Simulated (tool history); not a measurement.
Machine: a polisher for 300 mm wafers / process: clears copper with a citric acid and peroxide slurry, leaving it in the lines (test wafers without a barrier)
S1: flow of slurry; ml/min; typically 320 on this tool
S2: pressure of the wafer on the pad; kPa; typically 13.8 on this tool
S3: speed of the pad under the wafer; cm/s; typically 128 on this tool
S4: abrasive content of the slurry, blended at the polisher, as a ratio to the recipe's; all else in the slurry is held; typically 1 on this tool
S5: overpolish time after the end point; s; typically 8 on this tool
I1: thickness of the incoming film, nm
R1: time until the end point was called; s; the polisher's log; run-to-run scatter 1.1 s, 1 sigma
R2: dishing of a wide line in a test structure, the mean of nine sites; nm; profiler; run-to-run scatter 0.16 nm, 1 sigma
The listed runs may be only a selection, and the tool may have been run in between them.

{"run": 1, "hour": 0.0, "S1": 320, "S2": 13.8, "S3": 128, "S4": 1, "S5": 8, "I1": 183, "R1": 121, "R2": 10.2}
{"run": 2, "hour": 63.8, "S1": 320, "S2": 13.8, "S3": 128, "S4": 1, "S5": 8, "I1": 184.6, "R1": 125.4, "R2": 10}
{"run": 3, "hour": 97.7, "S1": 320, "S2": 13.8, "S3": 128, "S4": 1, "S5": 8, "I1": 184.9, "R1": 128.1, "R2": 10.3}
{"hour": 103.5, "done": "slurry nozzle cleaned"}
{"run": 4, "hour": 140.0, "S1": 320, "S2": 13.8, "S3": 128, "S4": 1, "S5": 8, "I1": 184.6, "R1": 130.3, "R2": 9.7}
{"run": 5, "hour": 197.6, "S1": 320, "S2": 13.8, "S3": 128, "S4": 0.7, "S5": 8, "I1": 181.1, "R1": 144.7, "R2": 9.1}
{"run": 6, "hour": 225.6, "S1": 320, "S2": 11.7, "S3": 128, "S4": 1, "S5": 8, "I1": 182.5, "R1": 147.2, "R2": 8.6}
{"run": 7, "hour": 275.9, "S1": 320, "S2": 13.8, "S3": 128, "S4": 1, "S5": 6, "I1": 185.5, "R1": 140.1, "R2": 7}
{"hour": 331.2, "done": "worn pad replaced by a new one"}
{"run": 8, "hour": 335.6, "S1": 270, "S2": 10.3, "S3": 128, "S4": 1, "S5": 9, "I1": 181.7, "R1": 144.5, "R2": 9.9}
{"hour": 376.2, "done": "slurry blender recalibrated"}
{"run": 9, "hour": 409.9, "S1": 320, "S2": 15.9, "S3": 128, "S4": 1.15, "S5": 12, "I1": 186.9, "R1": 111.8, "R2": 17.1}
{"run": 10, "hour": 445.7, "S1": 320, "S2": 13.8, "S3": 128, "S4": 1, "S5": 8, "I1": 184.3, "R1": 127.7, "R2": 10.1}
{"run": 11, "hour": 493.6, "S1": 320, "S2": 13.8, "S3": 128, "S4": 1.15, "S5": 8, "I1": 184.9, "R1": 124.2, "R2": 10.3}
{"hour": 559.7, "done": "head pressure recalibrated"}
{"run": 12, "hour": 657.0, "S1": 320, "S2": 13.8, "S3": 128, "S4": 1, "S5": 10, "I1": 185.5, "R1": 126.4, "R2": 12.7}
{"run": 13, "hour": 691.2, "S1": 320, "S2": 13.8, "S3": 128, "S4": 1, "S5": 8, "I1": 184.8, "R1": 125.7, "R2": 9.8}
{"run": 14, "hour": 726.6, "S1": 320, "S2": 11.7, "S3": 164, "S4": 1, "S5": 8, "I1": 182.7, "R1": 110.7, "R2": 11.3}
{"hour": 767.8, "done": "slurry nozzle cleaned"}
{"hour": 843.0, "done": "slurry blender recalibrated"}
{"hour": 877.2, "done": "worn pad replaced by a new one"}
{"run": 15, "hour": 935.7, "S1": 320, "S2": 17.2, "S3": 128, "S4": 1, "S5": 8, "I1": 187.8, "R1": 109.5, "R2": 11.9}
{"run": 16, "hour": 996.0, "S1": 275, "S2": 13.8, "S3": 86, "S4": 0.9, "S5": 8, "I1": 182.5, "R1": 188.4, "R2": 7}
{"run": 17, "hour": 1045.7, "S1": 320, "S2": 13.8, "S3": 128, "S4": 1.2, "S5": 8, "I1": 183.7, "R1": 120.6, "R2": 10.6}
{"run": 18, "hour": 1095.8, "S1": 320, "S2": 13.8, "S3": 128, "S4": 1, "S5": 8, "I1": 186.3, "R1": 130.9, "R2": 9.7}
{"run": 19, "hour": 1151.0, "S1": 320, "S2": 13.8, "S3": 128, "S4": 1, "S5": 8, "I1": 183.6, "R1": 130.9, "R2": 9.5}
{"hour": 1156.8, "done": "head pressure recalibrated"}
{"run": 20, "hour": 1203.9, "S1": 320, "S2": 13.8, "S3": 158, "S4": 0.8, "S5": 12, "I1": 182.8, "R1": 110.7, "R2": 16.7}
{"run": 21, "hour": 1256.0, "S1": 350, "S2": 13.8, "S3": 128, "S4": 1, "S5": 8, "I1": 188.3, "R1": 132.4, "R2": 10.1}
{"run": 22, "hour": 1313.8, "S1": 320, "S2": 10.3, "S3": 128, "S4": 0.8, "S5": 8, "I1": 183.5, "R1": 160.9, "R2": 7.9}
{"hour": 1321.7, "done": "worn pad replaced by a new one"}
{"run": 23, "hour": 1365.6, "S1": 385, "S2": 13.8, "S3": 128, "S4": 0.85, "S5": 8, "I1": 187, "R1": 126.5, "R2": 10}
{"hour": 1432.3, "done": "slurry blender recalibrated"}
{"run": 24, "hour": 1432.8, "S1": 320, "S2": 9, "S3": 108, "S4": 0.85, "S5": 11, "I1": 184.7, "R1": 187.5, "R2": 9.3}
{"hour": 1474.4, "done": "slurry nozzle cleaned"}
{"run": 25, "hour": 1481.3, "S1": 420, "S2": 13.8, "S3": 128, "S4": 1, "S5": 8, "I1": 185.3, "R1": 123.2, "R2": 10.2}
{"run": 26, "hour": 1552.6, "S1": 375, "S2": 10.3, "S3": 94, "S4": 1, "S5": 8, "I1": 184, "R1": 194.5, "R2": 6.5}
{"run": 27, "hour": 1596.0, "S1": 425, "S2": 11, "S3": 108, "S4": 1, "S5": 11, "I1": 184.1, "R1": 166.2, "R2": 10.8}
{"run": 28, "hour": 1625.4, "S1": 320, "S2": 13.8, "S3": 128, "S4": 1, "S5": 8, "I1": 184.1, "R1": 129.7, "R2": 9.8}

Branching from run 28: 4 alternative next runs. What would each branch give?
{"run": "A", "hour": 1625.9, "S1": 320, "S2": 13.8, "S3": 128, "S4": 1, "S5": 8, "I1": 184.6, "R1": "?", "R2": "?"}
{"run": "B", "hour": 1625.9, "S1": 320, "S2": 11, "S3": 162, "S4": 1, "S5": 8, "I1": 184.6, "R1": "?", "R2": "?"}
{"run": "C", "hour": 1625.9, "S1": 320, "S2": 17.2, "S3": 140, "S4": 1, "S5": 5, "I1": 184.6, "R1": "?", "R2": "?"}
{"run": "D", "hour": 1625.9, "S1": 320, "S2": 13.8, "S3": 140, "S4": 1, "S5": 12, "I1": 184.6, "R1": "?", "R2": "?"}

run=A R1=128.5 R2=9.8
run=B R1=116.9 R2=10.7
run=C R1=103.2 R2=7.7
run=D R1=118.3 R2=15.4
Take away the tool's hidden state, keep each run's random variation, and the runs would have read:
run=A R1=114 R2=11
run=B R1=103.7 R2=12
run=C R1=91.5 R2=8.7
run=D R1=104.9 R2=17.2
